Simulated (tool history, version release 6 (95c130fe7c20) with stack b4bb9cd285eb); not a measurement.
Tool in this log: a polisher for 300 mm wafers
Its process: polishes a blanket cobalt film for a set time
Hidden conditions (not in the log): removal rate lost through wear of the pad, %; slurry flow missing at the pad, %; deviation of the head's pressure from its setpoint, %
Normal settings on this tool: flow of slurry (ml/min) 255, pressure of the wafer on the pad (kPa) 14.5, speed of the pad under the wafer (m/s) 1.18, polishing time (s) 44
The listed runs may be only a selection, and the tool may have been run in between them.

run	hour	flow of slurry (ml/min)	pressure of the wafer on the pad (kPa)	speed of the pad under the wafer (m/s)	polishing time (s)	wafers since the last listed run	wafers polished on this pad	hours since the slurry nozzle was cleaned	hours since the head pressure was calibrated	incoming thickness of the incoming film, nm	film removed (Å)
1	0	255	14.5	1.18	44	0	59	186	327.2	1001.9	2238
2	12.3	255	14.5	1.18	44	121	180	198.3	339.5	990.1	2299
3	29.7	255	14.5	1.18	44	171	352	215.7	356.9	990.4	2236
4	44	255	14.5	1.18	44	141	493	230	371.2	999.3	2293
5	70.2	255	14.5	1.18	44	258	752	256.2	397.4	1015.5	2289
# hour 78: slurry nozzle cleaned
6	96.3	255	14.5	1.18	44	247	999	18.3	423.5	1000.3	2248
# hour 104.5: head pressure recalibrated
7	114.4	255	14.5	1.18	44	158	1158	36.4	9.9	997.5	2238
8	142	255	14.5	1.18	44	272	1431	64	37.5	1009.5	2251
9	224.4	255	14.5	1.18	44	813	2245	146.4	119.9	999.7	2134
# hour 231: worn pad replaced by a new one
10	249.2	255	14.5	1	44	205	179	171.2	144.7	1000.5	2017
11	266.8	255	14.5	1	44	173	353	188.8	162.3	997.6	2002
12	286.4	255	14.5	1.18	44	193	546	208.4	181.9	981.7	2290
13	304.1	255	17.2	1.18	44	174	721	226.1	199.6	987.6	2654
# hour 307.4: slurry nozzle cleaned
14	334.3	255	14.5	1.18	44	288	1009	26.9	229.8	994.9	2211
15	347.1	170	10.3	1.18	34	126	1136	39.7	242.6	990.4	1124
16	360.3	255	18.6	1.44	44	130	1266	52.9	255.8	1001.2	3210
17	394.3	255	14.5	1.18	44	335	1602	86.9	289.8	985.2	2112
18	427.8	255	11	0.82	48	330	1932	120.4	323.3	1008.2	1398
19	458.3	255	14.5	1.18	44	301	2233	150.9	353.8	1004.9	2037
20	481	310	11.7	1.18	59	224	2458	173.6	376.5	993.7	2307
# hour 486.7: worn pad replaced by a new one
21	498	255	14.5	1.18	44	128	111	190.6	393.5	999.7	2296
22	527.6	255	14.5	1.18	44	292	403	220.2	423.1	994.8	2245
23	553.1	230	14.5	0.78	52	251	655	245.7	448.6	1000.9	2051
24	582.5	255	13.1	1	44	290	945	275.1	478	1001.9	1846
# hour 596.8: slurry nozzle cleaned
25	599.2	340	11	1.06	30	155	1100	2.4	494.7	1003.4	1086
# hour 614: head pressure recalibrated
26	629	255	14.5	1.18	44	274	1374	32.2	15	978.7	2220
27	653.5	255	14.5	1.18	44	241	1616	56.7	39.5	1005	2236
28	677.1	185	14.5	1.18	33	233	1849	80.3	63.1	1010.6	1579
29	705	200	14.5	1.18	44	275	2125	108.2	91	998.7	2056
30	725.9	280	17.9	1.04	31	206	2331	129.1	111.9	979.4	1682
# hour 734.6: worn pad replaced by a new one
31	740.8	325	16.5	0.9	44	107	61	144	126.8	994.3	2189
32	766.4	255	14.5	1.08	50	252	313	169.6	152.4	989.6	2451
33	800.7	255	14.5	1.18	44	338	652	203.9	186.7	1000.4	2299
# hour 819.3: slurry nozzle cleaned
34	835.6	255	14.5	1.18	44	334	987	16.3	221.6	1004.5	2160
35	866.1	255	14.5	1.18	44	301	1288	46.8	252.1	1012.6	2236
36	891.7	220	12.4	1.18	44	252	1541	72.4	277.7	1014.9	1816
37	921.3	340	14.5	1.6	44	292	1833	102	307.3	995.2	2770

Consider 4 possible next runs. They are alternatives, not a sequence: every one starts from the tool as it was left by run 37. What does each give?
A	921.7	255	16.5	1.18	44	3	1837	102.4	307.7	996.1	?
B	921.7	305	14.5	1.02	44	3	1837	102.4	307.7	996.1	?
C	921.7	335	17.9	1.58	39	3	1837	102.4	307.7	996.1	?
D	921.7	340	15.9	0.94	44	3	1837	102.4	307.7	996.1	?

run	film removed (Å)
A	2455
B	1977
C	2995
D	2069
With no hidden state in the tool, these same runs would have given:
run	film removed (Å)
A	2571
B	2070
C	3137
D	2167
